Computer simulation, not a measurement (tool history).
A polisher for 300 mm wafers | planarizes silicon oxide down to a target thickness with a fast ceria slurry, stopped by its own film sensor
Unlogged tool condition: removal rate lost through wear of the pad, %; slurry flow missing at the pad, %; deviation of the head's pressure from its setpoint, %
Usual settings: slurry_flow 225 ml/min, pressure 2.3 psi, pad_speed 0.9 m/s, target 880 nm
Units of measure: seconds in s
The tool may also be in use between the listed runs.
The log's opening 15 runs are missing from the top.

run    hour  slurry_flow  pressure  pad_speed  target  wafers since the last listed run  wafers polished on this pad  hours since the slurry nozzle was cleaned  hours since the head pressure was calibrated  incoming thickness of the incoming film, nm  seconds
 16   879.5          225       2.3        0.9     880                               508                         3463                                       82.3                                         303.5                                       1923.8     95.5
 17     946          225       2.3        0.9     880                               731                         4195                                      148.8                                           370                                       1923.3     94.8
 18     975          160       2.3        0.6     880                               319                         4514                                      177.8                                           399                                       1945.8    150.9
      999.2  -- worn pad replaced by a new one
 19  1022.4          225       2.3        0.9     880                               477                          255                                      225.2                                         446.4                                       1935.8     97.1
 20  1055.6          225       2.3        0.9     880                               365                          621                                      258.4                                         479.6                                       1934.1     97.7
 21  1123.4          200       2.3        0.9    1142                               746                         1367                                      326.2                                         547.4                                       1904.2     71.4
     1144.3  -- slurry nozzle cleaned
 22  1166.7          225         3        0.9     880                               465                         1833                                       22.4                                         590.7                                       1963.6     76.5
 23  1208.1          225       2.3       1.04     880                               455                         2288                                       63.8                                         632.1                                       1901.7     80.9
 24  1242.9          225       2.3        0.9     880                               383                         2671                                       98.6                                         666.9                                       1918.8     95.7
     1382.9  -- head pressure recalibrated
     1405.4  -- worn pad replaced by a new one
 25  1435.3          225       2.3        0.9    1033                              2051                          329                                        291                                          52.4                                       1926.3     81.8
 26  1465.4          295       2.3        1.2    1243                               331                          660                                      321.1                                          82.5                                       1904.8     44.4
 27  1512.4          170       2.9        1.2    1006                               517                         1177                                      368.1                                         129.5                                       1917.7     52.6
     1566.7  -- slurry nozzle cleaned
 28  1569.7          225       2.8        0.9     725                               619                         1797                                          3                                         186.8                                       1900.9     88.8
 29  1606.3          225       2.3       0.76     732                               402                         2200                                       39.6                                         223.4                                       1946.1    133.4
 30  1664.2          225       2.3        0.9     880                               637                         2837                                       97.5                                         281.3                                       1942.1     97.6
 31    1701          225       2.3        0.9     880                               405                         3242                                      134.3                                         318.1                                       1947.8     97.4
 32  1728.8          225       1.8       0.66     880                               305                         3548                                      162.1                                         345.9                                       1924.2      165
 33  1799.3          175         2       1.02     635                               775                         4324                                      232.6                                         416.4                                       1931.7    122.1
     1807.6  -- worn pad replaced by a new one
 34  1834.7          225       2.8        0.9     764                               345                          297                                        268                                         451.8                                       1955.9     90.6
 35  1900.2          225         2          1     880                               720                         1018                                      333.5                                         517.3                                       1949.1    100.3
 36  1940.4          225       2.5        0.9    1011                               442                         1461                                      373.7                                         557.5                                       1935.7     78.7

Alternative continuations, all from the tool just after run 36; predict every row:
  A  1940.9          225       2.8        0.9     880                                 5                         1466                                      374.2                                           558                                         1947        ?
  B  1940.9          255       1.7       1.14    1103                                 5                         1466                                      374.2                                           558                                         1947        ?
  C  1940.9          300       2.3       0.72     880                                 5                         1466                                      374.2                                           558                                         1947        ?
  D  1940.9          275       1.6       1.18     683                                 5                         1466                                      374.2                                           558                                         1947        ?
  E  1940.9          260       2.3       1.16     638                                 5                         1466                                      374.2                                           558                                         1947        ?

run  seconds
  A     81.9
  B     80.4
  C    120.1
  D    122.1
  E     92.5
The same runs, with their run-to-run variation unchanged, on a tool lacking any hidden condition would have given:
run  seconds
  A     81.9
  B     80.4
  C    120.1
  D    122.1
  E     92.5

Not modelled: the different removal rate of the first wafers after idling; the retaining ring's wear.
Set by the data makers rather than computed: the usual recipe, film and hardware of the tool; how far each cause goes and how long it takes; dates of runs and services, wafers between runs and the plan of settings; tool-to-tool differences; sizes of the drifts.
